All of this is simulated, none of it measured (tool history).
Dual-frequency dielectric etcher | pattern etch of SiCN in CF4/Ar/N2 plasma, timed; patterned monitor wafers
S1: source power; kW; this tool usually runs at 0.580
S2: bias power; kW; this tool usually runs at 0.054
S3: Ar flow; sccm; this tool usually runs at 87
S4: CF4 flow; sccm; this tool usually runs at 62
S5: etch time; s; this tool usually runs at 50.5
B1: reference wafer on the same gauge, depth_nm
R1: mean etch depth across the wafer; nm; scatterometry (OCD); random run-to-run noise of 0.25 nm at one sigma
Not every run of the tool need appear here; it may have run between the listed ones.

run,day,S1,S2,S3,S4,S5,B1,R1
1,0.000,0.580,0.054,87,62,50.5,43.14,53.08
2,1.125,0.580,0.054,87,62,50.5,42.99,53.38
3,2.329,0.650,0.054,87,62,50.5,42.98,57.89
4,3.279,0.650,0.054,87,62,50.5,42.98,58.64
5,4.183,0.650,0.054,87,62,50.5,43.13,58.17
6,6.629,0.580,0.054,87,62,50.5,43.02,52.46
7,6.646,0.580,0.054,87,62,50.5,43.02,51.83
8,6.950,0.580,0.054,87,62,50.5,43.03,51.95
9,7.788,0.580,0.054,87,62,50.5,42.97,51.95
10,9.033,0.700,0.054,87,77,59.5,42.90,73.56
11,10.779,0.580,0.054,87,62,50.5,42.94,52.56
12,12.121,0.580,0.064,87,62,50.5,43.07,57.11
13,12.867,0.580,0.054,87,62,45.0,42.94,46.94
14,14.267,0.650,0.054,87,62,50.5,43.05,57.52
15,15.712,0.460,0.054,87,62,50.5,42.94,46.16
16,16.629,0.450,0.054,87,73,50.5,42.98,46.46
17,17.688,0.640,0.054,75,77,42.5,43.00,50.78
18,18.912,0.580,0.060,97,51,62.0,43.07,66.04
19,19.958,0.500,0.054,87,62,40.5,42.94,39.29

Not shown: 7 entries that the log had between the listed runs. Between which runs, and how does the tool's hidden state differ before and after?
From run 5 to run 6: wet clean of the chamber (day 6.479); CF4 flow controller replaced (day 6.608)
  etch rate over this chamber's usual, %: 3.67 -> 0.52
  measured value less the no-hidden-state value, R1: +2.06 -> +0.28 nm
From run 10 to run 11: bias power generator calibrated (day 10.488)
  etch rate over this chamber's usual, %: 1.11 -> 1.54
  measured value less the no-hidden-state value, R1: +0.81 -> +0.80 nm
From run 11 to run 12: Ar flow controller replaced (day 11.679); upper electrode replaced (day 12.100)
  etch rate over this chamber's usual, %: 1.54 -> 1.87
  measured value less the no-hidden-state value, R1: +0.80 -> +1.05 nm
From run 13 to run 14: gauge calibrated (day 13.371)
  etch rate over this chamber's usual, %: 2.06 -> 2.4
  measured value less the no-hidden-state value, R1: +0.94 -> +1.34 nm
From run 14 to run 15: source power generator calibrated (day 14.558)
  etch rate over this chamber's usual, %: 2.4 -> 2.76
  measured value less the no-hidden-state value, R1: +1.34 -> +1.24 nm
